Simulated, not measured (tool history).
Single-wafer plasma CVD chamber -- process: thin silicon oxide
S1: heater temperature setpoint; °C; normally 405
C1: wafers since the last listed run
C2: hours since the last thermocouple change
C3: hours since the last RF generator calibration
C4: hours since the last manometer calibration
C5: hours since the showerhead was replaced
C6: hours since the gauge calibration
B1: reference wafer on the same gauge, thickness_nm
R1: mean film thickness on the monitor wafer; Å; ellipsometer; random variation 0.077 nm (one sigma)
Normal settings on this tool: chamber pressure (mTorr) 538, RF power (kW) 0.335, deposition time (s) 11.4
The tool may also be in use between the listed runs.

{"run": 1, "hour": 0.0, "S1": 405, "chamber pressure (mTorr)": 538, "RF power (kW)": 0.335, "deposition time (s)": 11.4, "C1": 0, "C2": 988.7, "C3": 1722.8, "C4": 2555.0, "C5": 6374.0, "C6": 1960.1, "B1": 16.378, "R1": 147.81}
{"hour": 157.2, "done": "gauge calibrated"}
{"run": 2, "hour": 188.2, "S1": 405, "chamber pressure (mTorr)": 600, "RF power (kW)": 0.335, "deposition time (s)": 11.4, "C1": 7237, "C2": 1176.9, "C3": 1911.0, "C4": 2743.2, "C5": 6562.2, "C6": 31.0, "B1": 15.947, "R1": 162.32}
{"run": 3, "hour": 253.1, "S1": 405, "chamber pressure (mTorr)": 538, "RF power (kW)": 0.335, "deposition time (s)": 11.4, "C1": 2495, "C2": 1241.8, "C3": 1975.9, "C4": 2808.1, "C5": 6627.1, "C6": 95.9, "B1": 15.957, "R1": 144.84}
{"run": 4, "hour": 313.2, "S1": 405, "chamber pressure (mTorr)": 538, "RF power (kW)": 0.335, "deposition time (s)": 11.4, "C1": 2311, "C2": 1301.9, "C3": 2036.0, "C4": 2868.2, "C5": 6687.2, "C6": 156.0, "B1": 15.948, "R1": 144.42}
{"hour": 344.2, "done": "thermocouple changed; heater temperature recalibrated"}
{"run": 5, "hour": 359.6, "S1": 405, "chamber pressure (mTorr)": 538, "RF power (kW)": 0.335, "deposition time (s)": 11.4, "C1": 1476, "C2": 15.4, "C3": 2082.4, "C4": 2914.6, "C5": 6733.6, "C6": 202.4, "B1": 15.955, "R1": 144.35}
{"run": 6, "hour": 424.1, "S1": 405, "chamber pressure (mTorr)": 538, "RF power (kW)": 0.335, "deposition time (s)": 11.4, "C1": 2480, "C2": 79.9, "C3": 2146.9, "C4": 2979.1, "C5": 6798.1, "C6": 266.9, "B1": 15.937, "R1": 145.15}
{"hour": 463.6, "done": "showerhead replaced"}
{"hour": 471.5, "done": "capacitance manometer re-zeroed and calibrated"}
{"run": 7, "hour": 486.1, "S1": 401, "chamber pressure (mTorr)": 425, "RF power (kW)": 0.335, "deposition time (s)": 10.6, "C1": 1773, "C2": 141.9, "C3": 2208.9, "C4": 14.6, "C5": 22.5, "C6": 328.9, "B1": 15.971, "R1": 106.48}
{"run": 8, "hour": 545.0, "S1": 419, "chamber pressure (mTorr)": 538, "RF power (kW)": 0.28, "deposition time (s)": 11.4, "C1": 2265, "C2": 200.8, "C3": 2267.8, "C4": 73.5, "C5": 81.4, "C6": 387.8, "B1": 15.98, "R1": 136.26}
{"hour": 590.8, "done": "RF generator calibrated"}
{"run": 9, "hour": 591.3, "S1": 414, "chamber pressure (mTorr)": 538, "RF power (kW)": 0.3, "deposition time (s)": 12.5, "C1": 1472, "C2": 247.1, "C3": 0.5, "C4": 119.8, "C5": 127.7, "C6": 434.1, "B1": 15.989, "R1": 153.59}
{"run": 10, "hour": 635.2, "S1": 405, "chamber pressure (mTorr)": 616, "RF power (kW)": 0.31, "deposition time (s)": 11.4, "C1": 1688, "C2": 291.0, "C3": 44.4, "C4": 163.7, "C5": 171.6, "C6": 478.0, "B1": 15.997, "R1": 161.38}
{"run": 11, "hour": 698.3, "S1": 401, "chamber pressure (mTorr)": 425, "RF power (kW)": 0.335, "deposition time (s)": 10.6, "C1": 2426, "C2": 354.1, "C3": 107.5, "C4": 226.8, "C5": 234.7, "C6": 541.1, "B1": 15.984, "R1": 107.27}
{"run": 12, "hour": 764.8, "S1": 416, "chamber pressure (mTorr)": 637, "RF power (kW)": 0.335, "deposition time (s)": 11.4, "C1": 2557, "C2": 420.6, "C3": 174.0, "C4": 293.3, "C5": 301.2, "C6": 607.6, "B1": 16.012, "R1": 171.44}
{"run": 13, "hour": 814.2, "S1": 396, "chamber pressure (mTorr)": 576, "RF power (kW)": 0.3, "deposition time (s)": 11.4, "C1": 1899, "C2": 470.0, "C3": 223.4, "C4": 342.7, "C5": 350.6, "C6": 657.0, "B1": 16.018, "R1": 151.82}
{"run": 14, "hour": 872.2, "S1": 405, "chamber pressure (mTorr)": 538, "RF power (kW)": 0.335, "deposition time (s)": 11.4, "C1": 2230, "C2": 528.0, "C3": 281.4, "C4": 400.7, "C5": 408.6, "C6": 715.0, "B1": 16.032, "R1": 144.14}
{"run": 15, "hour": 903.6, "S1": 405, "chamber pressure (mTorr)": 670, "RF power (kW)": 0.335, "deposition time (s)": 10.4, "C1": 1207, "C2": 559.4, "C3": 312.8, "C4": 432.1, "C5": 440.0, "C6": 746.4, "B1": 16.068, "R1": 163.98}
{"run": 16, "hour": 957.9, "S1": 405, "chamber pressure (mTorr)": 441, "RF power (kW)": 0.335, "deposition time (s)": 12.0, "C1": 2088, "C2": 613.7, "C3": 367.1, "C4": 486.4, "C5": 494.3, "C6": 800.7, "B1": 16.045, "R1": 125.27}
{"run": 17, "hour": 998.2, "S1": 405, "chamber pressure (mTorr)": 485, "RF power (kW)": 0.335, "deposition time (s)": 11.4, "C1": 1549, "C2": 654.0, "C3": 407.4, "C4": 526.7, "C5": 534.6, "C6": 841.0, "B1": 16.052, "R1": 131.64}
{"run": 18, "hour": 1027.3, "S1": 417, "chamber pressure (mTorr)": 538, "RF power (kW)": 0.335, "deposition time (s)": 12.2, "C1": 1119, "C2": 683.1, "C3": 436.5, "C4": 555.8, "C5": 563.7, "C6": 870.1, "B1": 16.028, "R1": 154.86}
{"run": 19, "hour": 1058.4, "S1": 405, "chamber pressure (mTorr)": 538, "RF power (kW)": 0.335, "deposition time (s)": 10.5, "C1": 1196, "C2": 714.2, "C3": 467.6, "C4": 586.9, "C5": 594.8, "C6": 901.2, "B1": 16.088, "R1": 134.7}
{"run": 20, "hour": 1110.7, "S1": 405, "chamber pressure (mTorr)": 538, "RF power (kW)": 0.335, "deposition time (s)": 13.2, "C1": 2011, "C2": 766.5, "C3": 519.9, "C4": 639.2, "C5": 647.1, "C6": 953.5, "B1": 16.082, "R1": 169.37}
{"run": 21, "hour": 1145.6, "S1": 394, "chamber pressure (mTorr)": 538, "RF power (kW)": 0.335, "deposition time (s)": 11.4, "C1": 1342, "C2": 801.4, "C3": 554.8, "C4": 674.1, "C5": 682.0, "C6": 988.4, "B1": 16.085, "R1": 145.85}
{"run": 22, "hour": 1191.5, "S1": 405, "chamber pressure (mTorr)": 602, "RF power (kW)": 0.295, "deposition time (s)": 13.6, "C1": 1765, "C2": 847.3, "C3": 600.7, "C4": 720.0, "C5": 727.9, "C6": 1034.3, "B1": 16.118, "R1": 187.14}
{"run": 23, "hour": 1223.4, "S1": 405, "chamber pressure (mTorr)": 538, "RF power (kW)": 0.3, "deposition time (s)": 11.4, "C1": 1226, "C2": 879.2, "C3": 632.6, "C4": 751.9, "C5": 759.8, "C6": 1066.2, "B1": 16.113, "R1": 140.71}
{"run": 24, "hour": 1290.1, "S1": 405, "chamber pressure (mTorr)": 538, "RF power (kW)": 0.395, "deposition time (s)": 11.4, "C1": 2565, "C2": 945.9, "C3": 699.3, "C4": 818.6, "C5": 826.5, "C6": 1132.9, "B1": 16.145, "R1": 154.83}
{"run": 25, "hour": 1353.6, "S1": 405, "chamber pressure (mTorr)": 538, "RF power (kW)": 0.36, "deposition time (s)": 11.4, "C1": 2442, "C2": 1009.4, "C3": 762.8, "C4": 882.1, "C5": 890.0, "C6": 1196.4, "B1": 16.161, "R1": 150.64}
{"run": 26, "hour": 1378.9, "S1": 405, "chamber pressure (mTorr)": 611, "RF power (kW)": 0.335, "deposition time (s)": 11.4, "C1": 972, "C2": 1034.7, "C3": 788.1, "C4": 907.4, "C5": 915.3, "C6": 1221.7, "B1": 16.169, "R1": 165.73}
{"run": 27, "hour": 1412.4, "S1": 414, "chamber pressure (mTorr)": 538, "RF power (kW)": 0.3, "deposition time (s)": 12.5, "C1": 1288, "C2": 1068.2, "C3": 821.6, "C4": 940.9, "C5": 948.8, "C6": 1255.2, "B1": 16.192, "R1": 155.58}
{"run": 28, "hour": 1441.9, "S1": 405, "chamber pressure (mTorr)": 538, "RF power (kW)": 0.335, "deposition time (s)": 11.4, "C1": 1134, "C2": 1097.7, "C3": 851.1, "C4": 970.4, "C5": 978.3, "C6": 1284.7, "B1": 16.21, "R1": 147.16}

For some of the steps in R1 from one run to the next: how much would appear even if the tool had no hidden state, given the settings, what came in and random variation, and how much remains for the hidden state plus any gauge scatter that the measured result and the result without hidden state don't share?
Hidden state present: wafer temperature above the value expected at the setpoint (K); delivered RF power above the setpoint (%); true pressure above the setpoint (%); gauge reads high (%).
Run 1 -> 2: chamber pressure (mTorr) 538 -> 600, gauge calibrated. R1 +14.51 Å: hidden state -3.63, all else +18.14.
Run 10 -> 11: S1 405 -> 401, chamber pressure (mTorr) 616 -> 425, RF power (kW) 0.310 -> 0.335, deposition time (s) 11.4 -> 10.6. R1 -54.11 Å: hidden state -0.24, all else -53.87.
Run 11 -> 12: S1 401 -> 416, chamber pressure (mTorr) 425 -> 637, deposition time (s) 10.6 -> 11.4. R1 +64.17 Å: hidden state +0.51, all else +63.66.
Run 21 -> 22: S1 394 -> 405, chamber pressure (mTorr) 538 -> 602, RF power (kW) 0.335 -> 0.295, deposition time (s) 11.4 -> 13.6. R1 +41.29 Å: hidden state +0.65, all else +40.64.

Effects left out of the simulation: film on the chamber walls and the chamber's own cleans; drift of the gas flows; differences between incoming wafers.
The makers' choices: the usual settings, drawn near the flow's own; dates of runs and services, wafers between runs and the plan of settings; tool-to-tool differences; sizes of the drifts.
